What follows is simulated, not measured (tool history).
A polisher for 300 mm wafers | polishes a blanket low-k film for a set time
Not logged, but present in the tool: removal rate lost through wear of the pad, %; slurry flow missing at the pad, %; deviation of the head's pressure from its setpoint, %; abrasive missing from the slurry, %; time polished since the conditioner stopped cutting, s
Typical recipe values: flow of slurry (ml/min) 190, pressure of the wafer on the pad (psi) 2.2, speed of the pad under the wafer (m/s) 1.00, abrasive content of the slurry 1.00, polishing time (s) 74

| run | day | flow of slurry (ml/min) | pressure of the wafer on the pad (psi) | speed of the pad under the wafer (m/s) | abrasive content of the slurry | polishing time (s) | wafers since the last listed run | wafers polished on this pad | hours since the slurry nozzle was cleaned | hours since the head pressure was calibrated | hours since the slurry blender was calibrated | hours since the conditioning disc was replaced | incoming thickness of the incoming film, nm | film removed (angstrom) |
|---|---|---|---|---|---|---|---|---|---|---|---|---|---|---|
| 1 | 0.000 | 190 | 2.4 | 1.00 | 1.00 | 74 | 0 | 236 | 250.5 | 1305.7 | 268.5 | 129.1 | 527.5 | 402 |
| 2 | 0.471 | 190 | 2.4 | 1.00 | 1.00 | 74 | 129 | 365 | 261.8 | 1317.0 | 279.8 | 140.4 | 531.3 | 399 |
| 3 | 1.204 | 190 | 2.2 | 1.00 | 1.00 | 74 | 201 | 566 | 279.4 | 1334.6 | 297.4 | 158.0 | 533.6 | 367 |
| 4 | 1.525 | 190 | 2.2 | 1.00 | 1.00 | 74 | 88 | 654 | 287.1 | 1342.3 | 305.1 | 165.7 | 519.2 | 369 |
| 5 | 2.079 | 190 | 2.2 | 1.00 | 1.00 | 74 | 152 | 806 | 300.4 | 1355.6 | 318.4 | 179.0 | 535.7 | 370 |
| 6 | 2.821 | 190 | 2.2 | 1.00 | 1.00 | 74 | 203 | 1010 | 318.2 | 1373.4 | 336.2 | 196.8 | 526.2 | 369 |
|  | 3.288 | head pressure recalibrated |
|  | 3.338 | worn pad replaced by a new one |
| 7 | 3.525 | 190 | 2.2 | 1.00 | 1.00 | 74 | 156 | 51 | 335.1 | 5.7 | 353.1 | 213.7 | 538.2 | 403 |
| 8 | 3.921 | 190 | 2.2 | 1.24 | 0.85 | 74 | 108 | 160 | 344.6 | 15.2 | 362.6 | 223.2 | 534.8 | 420 |
| 9 | 4.275 | 190 | 2.2 | 1.00 | 1.00 | 74 | 97 | 257 | 353.1 | 23.7 | 371.1 | 231.7 | 529.0 | 415 |
| 10 | 4.583 | 190 | 2.2 | 1.00 | 1.00 | 74 | 84 | 342 | 360.5 | 31.1 | 378.5 | 239.1 | 538.8 | 406 |
| 11 | 4.979 | 240 | 2.2 | 0.88 | 1.00 | 74 | 108 | 450 | 370.0 | 40.6 | 388.0 | 248.6 | 530.2 | 387 |
| 12 | 5.358 | 165 | 2.2 | 1.00 | 0.80 | 74 | 104 | 554 | 379.1 | 49.7 | 397.1 | 257.7 | 535.8 | 331 |
|  | 5.642 | slurry blender recalibrated |
| 13 | 5.700 | 245 | 1.5 | 0.88 | 1.00 | 67 | 70 | 625 | 387.3 | 57.9 | 1.4 | 265.9 | 539.1 | 247 |
| 14 | 6.321 | 130 | 2.2 | 0.70 | 0.75 | 74 | 170 | 796 | 402.2 | 72.8 | 16.3 | 280.8 | 532.5 | 236 |
| 15 | 6.571 | 135 | 2.2 | 1.00 | 1.00 | 74 | 68 | 864 | 408.2 | 78.8 | 22.3 | 286.8 | 527.8 | 387 |
|  | 6.988 | slurry nozzle cleaned |
|  | 7.371 | worn pad replaced by a new one |
| 16 | 7.392 | 190 | 2.2 | 1.00 | 1.00 | 74 | 168 | 6 | 9.7 | 98.5 | 42.0 | 306.5 | 532.2 | 399 |
| 17 | 8.433 | 230 | 2.2 | 1.00 | 1.00 | 74 | 285 | 291 | 34.7 | 123.5 | 67.0 | 331.5 | 530.3 | 417 |
|  | 8.754 | conditioning disc replaced and pad reconditioned |
| 18 | 9.054 | 190 | 2.2 | 1.00 | 1.00 | 74 | 147 | 439 | 49.6 | 138.4 | 81.9 | 7.2 | 531.6 | 407 |
| 19 | 9.754 | 190 | 2.2 | 1.36 | 1.00 | 58 | 192 | 631 | 66.4 | 155.2 | 98.7 | 24.0 | 536.1 | 391 |
| 20 | 10.075 | 190 | 2.2 | 1.00 | 1.00 | 74 | 88 | 719 | 74.1 | 162.9 | 106.4 | 31.7 | 531.8 | 404 |
| 21 | 10.733 | 235 | 2.2 | 1.00 | 1.00 | 85 | 180 | 900 | 89.9 | 178.7 | 122.2 | 47.5 | 524.0 | 479 |
|  | 11.154 | worn pad replaced by a new one |
| 22 | 11.467 | 190 | 1.8 | 1.10 | 1.00 | 74 | 155 | 85 | 107.5 | 196.3 | 139.8 | 65.1 | 530.2 | 358 |
| 23 | 12.192 | 190 | 2.2 | 1.00 | 1.00 | 74 | 198 | 284 | 124.9 | 213.7 | 157.2 | 82.5 | 524.2 | 404 |
| 24 | 12.500 | 190 | 2.2 | 1.10 | 1.00 | 74 | 84 | 368 | 132.3 | 221.1 | 164.6 | 89.9 | 521.5 | 429 |
| 25 | 13.050 | 175 | 1.8 | 0.82 | 1.00 | 74 | 150 | 519 | 145.5 | 234.3 | 177.8 | 103.1 | 541.5 | 289 |
| 26 | 13.712 | 150 | 2.2 | 1.00 | 1.00 | 74 | 181 | 701 | 161.4 | 250.2 | 193.7 | 119.0 | 535.9 | 392 |

Branching from run 26: 4 alternative next runs. What would each branch give?
| A | 13.729 | 190 | 2.2 | 1.00 | 1.00 | 74 | 4 | 706 | 161.8 | 250.6 | 194.1 | 119.4 | 535.5 | ? |
| B | 13.729 | 190 | 2.2 | 1.28 | 1.00 | 74 | 4 | 706 | 161.8 | 250.6 | 194.1 | 119.4 | 535.5 | ? |
| C | 13.729 | 190 | 1.9 | 1.00 | 1.00 | 59 | 4 | 706 | 161.8 | 250.6 | 194.1 | 119.4 | 535.5 | ? |
| D | 13.729 | 125 | 1.8 | 1.00 | 1.00 | 74 | 4 | 706 | 161.8 | 250.6 | 194.1 | 119.4 | 535.5 | ? |

| run | film removed (angstrom) |
|---|---|
| A | 402 |
| B | 478 |
| C | 280 |
| D | 316 |
What these runs would have given with no unlogged condition in the tool:
| run | film removed (angstrom) |
|---|---|
| A | 411 |
| B | 489 |
| C | 287 |
| D | 323 |
